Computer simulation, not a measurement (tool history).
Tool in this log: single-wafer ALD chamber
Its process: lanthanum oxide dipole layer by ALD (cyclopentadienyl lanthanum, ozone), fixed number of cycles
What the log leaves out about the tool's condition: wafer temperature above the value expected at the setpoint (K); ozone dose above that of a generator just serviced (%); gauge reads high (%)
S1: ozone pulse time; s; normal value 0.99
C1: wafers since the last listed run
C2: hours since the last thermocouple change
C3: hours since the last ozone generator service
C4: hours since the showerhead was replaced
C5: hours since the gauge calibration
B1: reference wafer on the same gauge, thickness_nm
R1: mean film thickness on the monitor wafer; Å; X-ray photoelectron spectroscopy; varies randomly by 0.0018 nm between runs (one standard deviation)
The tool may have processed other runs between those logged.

Run 1, hour 0: usual settings; C1 0; C2 2378.8; C3 943.3; C4 3288.2; C5 129; B1 0.572. Result: R1 4.6 Å.
Run 2, hour 10.9: usual settings; C1 119; C2 2389.7; C3 954.2; C4 3299.1; C5 139.9; B1 0.572. Result: R1 4.58 Å.
Run 3, hour 44.7: usual settings; C1 369; C2 2423.5; C3 988; C4 3332.9; C5 173.7; B1 0.572. Result: R1 4.58 Å.
Run 4, hour 62.4: usual settings; C1 193; C2 2441.2; C3 1005.7; C4 3350.6; C5 191.4; B1 0.572. Result: R1 4.6 Å.
At hour 80.8: showerhead replaced.
Run 5, hour 81.3: usual settings but S1 0.68 s; C1 119; C2 2460.1; C3 1024.6; C4 0.5; C5 210.3; B1 0.573. Result: R1 3.48 Å.
Run 6, hour 84.2: usual settings but S1 0.68 s; C1 31; C2 2463; C3 1027.5; C4 3.4; C5 213.2; B1 0.572. Result: R1 3.48 Å.
Run 7, hour 96: usual settings but S1 0.68 s; C1 128; C2 2474.8; C3 1039.3; C4 15.2; C5 225; B1 0.572. Result: R1 3.48 Å.
Run 8, hour 110.9: usual settings; C1 162; C2 2489.7; C3 1054.2; C4 30.1; C5 239.9; B1 0.572. Result: R1 4.57 Å.
At hour 129.7: thermocouple changed; heater temperature recalibrated.
At hour 137.3: ozone generator serviced.
Run 9, hour 137.8: usual settings but S1 1.27 s; C1 123; C2 8.1; C3 0.5; C4 57; C5 266.8; B1 0.572. Result: R1 5.44 Å.
At hour 139: gauge calibrated.
Run 10, hour 140: usual settings but S1 0.66 s; C1 24; C2 10.3; C3 2.7; C4 59.2; C5 1; B1 0.572. Result: R1 3.91 Å.
Run 11, hour 158.9: usual settings but S1 1.24 s; C1 206; C2 29.2; C3 21.6; C4 78.1; C5 19.9; B1 0.572. Result: R1 5.42 Å.
Run 12, hour 168.6: usual settings; C1 105; C2 38.9; C3 31.3; C4 87.8; C5 29.6; B1 0.572. Result: R1 5.02 Å.
Run 13, hour 180.4: usual settings but S1 0.85 s; C1 128; C2 50.7; C3 43.1; C4 99.6; C5 41.4; B1 0.572. Result: R1 4.64 Å.
Run 14, hour 192.7: usual settings but S1 0.65 s; C1 134; C2 63; C3 55.4; C4 111.9; C5 53.7; B1 0.572. Result: R1 3.86 Å.
Run 15, hour 210.3: usual settings; C1 192; C2 80.6; C3 73; C4 129.5; C5 71.3; B1 0.572. Result: R1 4.98 Å.
Run 16, hour 227: usual settings but S1 1.34 s; C1 182; C2 97.3; C3 89.7; C4 146.2; C5 88; B1 0.572. Result: R1 5.5 Å.
Run 17, hour 241.2: usual settings but S1 1.33 s; C1 155; C2 111.5; C3 103.9; C4 160.4; C5 102.2; B1 0.572. Result: R1 5.49 Å.

3 options for the next run, each taken on its own from the tool as it stands now. Forecast them:
Run A, hour 241.6: usual settings but S1 0.8 s; C1 4; C2 111.9; C3 104.3; C4 160.8; C5 102.6; B1 ?. Result: R1 ?.
Run B, hour 241.6: usual settings but S1 1.1 s; C1 4; C2 111.9; C3 104.3; C4 160.8; C5 102.6; B1 ?. Result: R1 ?.
Run C, hour 241.6: usual settings but S1 0.78 s; C1 4; C2 111.9; C3 104.3; C4 160.8; C5 102.6; B1 ?. Result: R1 ?.

run     B1    R1
  A  0.573  4.44
  B  0.573  5.17
  C  0.573  4.36
With no hidden state in the tool, these same runs would have given:
run    R1
  A  4.54
  B  5.25
  C  4.47

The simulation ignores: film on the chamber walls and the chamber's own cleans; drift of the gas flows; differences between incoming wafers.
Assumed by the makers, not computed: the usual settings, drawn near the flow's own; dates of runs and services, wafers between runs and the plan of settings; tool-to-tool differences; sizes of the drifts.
